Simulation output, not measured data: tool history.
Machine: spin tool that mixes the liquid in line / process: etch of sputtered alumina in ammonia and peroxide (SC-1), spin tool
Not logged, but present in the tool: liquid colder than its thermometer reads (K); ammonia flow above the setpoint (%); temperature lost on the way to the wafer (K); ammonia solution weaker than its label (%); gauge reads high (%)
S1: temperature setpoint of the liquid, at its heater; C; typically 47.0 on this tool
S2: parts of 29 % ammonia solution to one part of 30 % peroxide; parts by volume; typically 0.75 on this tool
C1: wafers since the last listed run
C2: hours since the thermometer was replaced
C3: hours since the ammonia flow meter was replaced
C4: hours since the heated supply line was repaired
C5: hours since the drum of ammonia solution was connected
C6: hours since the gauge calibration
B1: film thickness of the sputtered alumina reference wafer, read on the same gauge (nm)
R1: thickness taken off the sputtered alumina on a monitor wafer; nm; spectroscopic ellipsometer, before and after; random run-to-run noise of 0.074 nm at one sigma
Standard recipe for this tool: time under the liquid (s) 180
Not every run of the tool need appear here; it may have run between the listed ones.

{"run": 1, "hour": 0.0, "S1": 47.0, "S2": 0.75, "time under the liquid (s)": 180, "C1": 0, "C2": 1788.1, "C3": 1179.3, "C4": 2495.6, "C5": 505.7, "C6": 2577.6, "B1": 126.32, "R1": 9.41}
{"run": 2, "hour": 59.1, "S1": 47.0, "S2": 0.75, "time under the liquid (s)": 180, "C1": 407, "C2": 1847.2, "C3": 1238.4, "C4": 2554.7, "C5": 564.8, "C6": 2636.7, "B1": 126.22, "R1": 9.49}
{"run": 3, "hour": 95.8, "S1": 47.0, "S2": 0.75, "time under the liquid (s)": 180, "C1": 252, "C2": 1883.9, "C3": 1275.1, "C4": 2591.4, "C5": 601.5, "C6": 2673.4, "B1": 126.2, "R1": 9.5}
{"hour": 131.6, "done": "heated supply line repaired"}
{"hour": 164.9, "done": "new drum of ammonia solution connected"}
{"run": 4, "hour": 179.2, "S1": 39.0, "S2": 0.4, "time under the liquid (s)": 110, "C1": 561, "C2": 1967.3, "C3": 1358.5, "C4": 47.6, "C5": 14.3, "C6": 2756.8, "B1": 126.04, "R1": 3.44}
{"run": 5, "hour": 355.6, "S1": 56.0, "S2": 1.0, "time under the liquid (s)": 270, "C1": 1215, "C2": 2143.7, "C3": 1534.9, "C4": 224.0, "C5": 190.7, "C6": 2933.2, "B1": 125.85, "R1": 23.87}
{"run": 6, "hour": 411.7, "S1": 51.0, "S2": 1.05, "time under the liquid (s)": 135, "C1": 386, "C2": 2199.8, "C3": 1591.0, "C4": 280.1, "C5": 246.8, "C6": 2989.3, "B1": 125.75, "R1": 9.04}
{"run": 7, "hour": 506.1, "S1": 40.0, "S2": 0.75, "time under the liquid (s)": 235, "C1": 650, "C2": 2294.2, "C3": 1685.4, "C4": 374.5, "C5": 341.2, "C6": 3083.7, "B1": 125.62, "R1": 8.12}
{"run": 8, "hour": 554.0, "S1": 54.0, "S2": 0.45, "time under the liquid (s)": 230, "C1": 330, "C2": 2342.1, "C3": 1733.3, "C4": 422.4, "C5": 389.1, "C6": 3131.6, "B1": 125.55, "R1": 16.75}
{"run": 9, "hour": 629.7, "S1": 51.5, "S2": 0.75, "time under the liquid (s)": 180, "C1": 521, "C2": 2417.8, "C3": 1809.0, "C4": 498.1, "C5": 464.8, "C6": 3207.3, "B1": 125.43, "R1": 12.0}
{"run": 10, "hour": 679.5, "S1": 53.5, "S2": 0.75, "time under the liquid (s)": 180, "C1": 343, "C2": 2467.6, "C3": 1858.8, "C4": 547.9, "C5": 514.6, "C6": 3257.1, "B1": 125.34, "R1": 13.44}
{"run": 11, "hour": 741.2, "S1": 47.0, "S2": 0.6, "time under the liquid (s)": 260, "C1": 425, "C2": 2529.3, "C3": 1920.5, "C4": 609.6, "C5": 576.3, "C6": 3318.8, "B1": 125.29, "R1": 13.38}
{"hour": 800.9, "done": "new drum of ammonia solution connected"}
{"hour": 834.6, "done": "gauge calibrated"}
{"run": 12, "hour": 845.1, "S1": 55.0, "S2": 1.0, "time under the liquid (s)": 180, "C1": 709, "C2": 2633.2, "C3": 2024.4, "C4": 713.5, "C5": 44.2, "C6": 10.5, "B1": 129.63, "R1": 15.54}
{"hour": 920.3, "done": "ammonia flow meter replaced"}
{"run": 13, "hour": 938.2, "S1": 39.5, "S2": 0.4, "time under the liquid (s)": 220, "C1": 634, "C2": 2726.3, "C3": 17.9, "C4": 806.6, "C5": 137.3, "C6": 103.6, "B1": 129.49, "R1": 7.23}
{"run": 14, "hour": 993.4, "S1": 43.5, "S2": 0.45, "time under the liquid (s)": 85, "C1": 380, "C2": 2781.5, "C3": 73.1, "C4": 861.8, "C5": 192.5, "C6": 158.8, "B1": 129.44, "R1": 3.63}
{"hour": 1044.4, "done": "thermometer replaced"}
{"run": 15, "hour": 1071.2, "S1": 47.0, "S2": 0.75, "time under the liquid (s)": 180, "C1": 529, "C2": 26.8, "C3": 150.9, "C4": 939.6, "C5": 270.3, "C6": 236.6, "B1": 129.34, "R1": 9.85}
{"run": 16, "hour": 1134.4, "S1": 47.0, "S2": 0.75, "time under the liquid (s)": 100, "C1": 435, "C2": 90.0, "C3": 214.1, "C4": 1002.8, "C5": 333.5, "C6": 299.8, "B1": 129.23, "R1": 5.4}
{"run": 17, "hour": 1173.9, "S1": 47.0, "S2": 0.5, "time under the liquid (s)": 100, "C1": 272, "C2": 129.5, "C3": 253.6, "C4": 1042.3, "C5": 373.0, "C6": 339.3, "B1": 129.19, "R1": 5.15}
{"run": 18, "hour": 1222.4, "S1": 47.0, "S2": 0.75, "time under the liquid (s)": 180, "C1": 334, "C2": 178.0, "C3": 302.1, "C4": 1090.8, "C5": 421.5, "C6": 387.8, "B1": 129.08, "R1": 9.78}
{"run": 19, "hour": 1263.0, "S1": 41.0, "S2": 1.05, "time under the liquid (s)": 110, "C1": 279, "C2": 218.6, "C3": 342.7, "C4": 1131.4, "C5": 462.1, "C6": 428.4, "B1": 129.02, "R1": 4.34}
{"run": 20, "hour": 1328.8, "S1": 47.0, "S2": 0.35, "time under the liquid (s)": 180, "C1": 453, "C2": 284.4, "C3": 408.5, "C4": 1197.2, "C5": 527.9, "C6": 494.2, "B1": 128.96, "R1": 8.97}
{"run": 21, "hour": 1425.7, "S1": 47.0, "S2": 0.75, "time under the liquid (s)": 180, "C1": 667, "C2": 381.3, "C3": 505.4, "C4": 1294.1, "C5": 624.8, "C6": 591.1, "B1": 128.83, "R1": 9.75}
{"hour": 1501.9, "done": "new drum of ammonia solution connected"}
{"run": 22, "hour": 1680.3, "S1": 47.0, "S2": 0.6, "time under the liquid (s)": 180, "C1": 1748, "C2": 635.9, "C3": 760.0, "C4": 1548.7, "C5": 178.4, "C6": 845.7, "B1": 128.41, "R1": 9.57}
{"run": 23, "hour": 1745.9, "S1": 42.5, "S2": 0.35, "time under the liquid (s)": 250, "C1": 452, "C2": 701.5, "C3": 825.6, "C4": 1614.3, "C5": 244.0, "C6": 911.3, "B1": 128.37, "R1": 9.51}
{"run": 24, "hour": 1788.2, "S1": 51.5, "S2": 0.4, "time under the liquid (s)": 180, "C1": 291, "C2": 743.8, "C3": 867.9, "C4": 1656.6, "C5": 286.3, "C6": 953.6, "B1": 128.31, "R1": 11.61}

Hidden state, per run?
liquid colder than its thermometer reads (K): 0 across all the runs
ammonia flow above the setpoint (%): 0 across all the runs
temperature lost on the way to the wafer (K): 0 across all the runs
ammonia solution weaker than its label (%): 0 across all the runs
H1: gauge reads high (%)
run=1 H1=-2.82
run=2 H1=-2.89
run=3 H1=-2.93
run=4 H1=-3.02
run=5 H1=-3.21
run=6 H1=-3.27
run=7 H1=-3.37
run=8 H1=-3.42
run=9 H1=-3.51
run=10 H1=-3.56
run=11 H1=-3.63
run=12 H1=-0.287
run=13 H1=-0.388
run=14 H1=-0.448
run=15 H1=-0.532
run=16 H1=-0.601
run=17 H1=-0.644
run=18 H1=-0.697
run=19 H1=-0.741
run=20 H1=-0.812
run=21 H1=-0.917
run=22 H1=-1.19
run=23 H1=-1.27
run=24 H1=-1.31
